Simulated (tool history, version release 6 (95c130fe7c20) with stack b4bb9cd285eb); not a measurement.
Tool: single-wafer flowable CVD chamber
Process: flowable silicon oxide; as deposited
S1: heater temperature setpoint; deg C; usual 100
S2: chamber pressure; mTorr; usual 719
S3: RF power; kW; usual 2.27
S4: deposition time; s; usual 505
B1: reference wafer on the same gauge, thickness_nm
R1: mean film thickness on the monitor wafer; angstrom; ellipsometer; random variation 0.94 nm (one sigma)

run	hour	S1	S2	S3	S4	B1	R1
1	0	100	719	2.27	505	309.013	2307.27
2	10	100	719	2.27	505	309.125	2319.1
3	25.6	100	719	2.27	505	309.283	2310.16
4	36.7	97	719	2.27	556	309.079	2813.83
5	44	97	719	2.27	556	309.026	2831.05
6	59.1	100	719	2.27	505	308.98	2316.8
7	71.8	100	719	2.27	505	308.771	2309.79
8	87.8	114	867	2.27	549	308.828	1914.14
9	104.8	115	719	2.27	443	308.962	1231.2
# hour 113.6: gauge calibrated
# hour 116.2: RF generator calibrated
10	116.7	100	860	2.27	573	309.139	3153.59
11	129.7	100	719	2.27	505	309.018	2298.79
12	137.2	100	719	2.64	505	309.025	2332.12
13	144.1	87	643	2.27	531	308.914	3382.94
14	153.4	113	719	1.98	409	309.226	1200.43
# hour 167.9: thermocouple changed; heater temperature recalibrated
15	168.7	100	719	2.27	448	308.944	2268.38
16	182.8	100	719	2.27	505	308.958	2538.28
17	191.5	95	788	2.27	421	309.055	2767.67
18	198.8	100	719	2.27	505	309.07	2536.55
# hour 215.2: showerhead replaced
# hour 220.5: capacitance manometer re-zeroed and calibrated
19	221	88	611	2.27	505	308.791	3568.92
20	230.4	111	719	2.27	505	309.214	1912.65
21	268.7	115	719	2.27	443	309.163	1466.9
22	282.9	100	599	2.27	468	308.952	2148.18
23	298.8	100	719	2.27	505	309.252	2773.96
24	307.2	100	719	2.27	505	308.894	2775.42
25	314.5	100	612	2.27	505	308.923	2352.21
26	332.4	94	802	1.975	505	309.18	3707.85
27	346.2	100	719	2.505	476	308.78	2616.81
28	357.8	107	719	2.27	581	308.99	2485.65

4 ways to go on from here, each from the tool as it stands after run 28. What would each give?
A	358.3	100	719	2.27	505	?	?
B	358.3	91	766	2.485	583	?	?
C	358.3	90	804	2.27	457	?	?
D	358.3	112	866	1.995	571	?	?

run	B1	R1
A	308.84	2742.65
B	308.84	4623.67
C	308.84	3904.73
D	308.84	2448.67
Without the tool's hidden state the same runs would have given:
run	R1
A	2742.68
B	4624.11
C	3903.27
D	2448.48
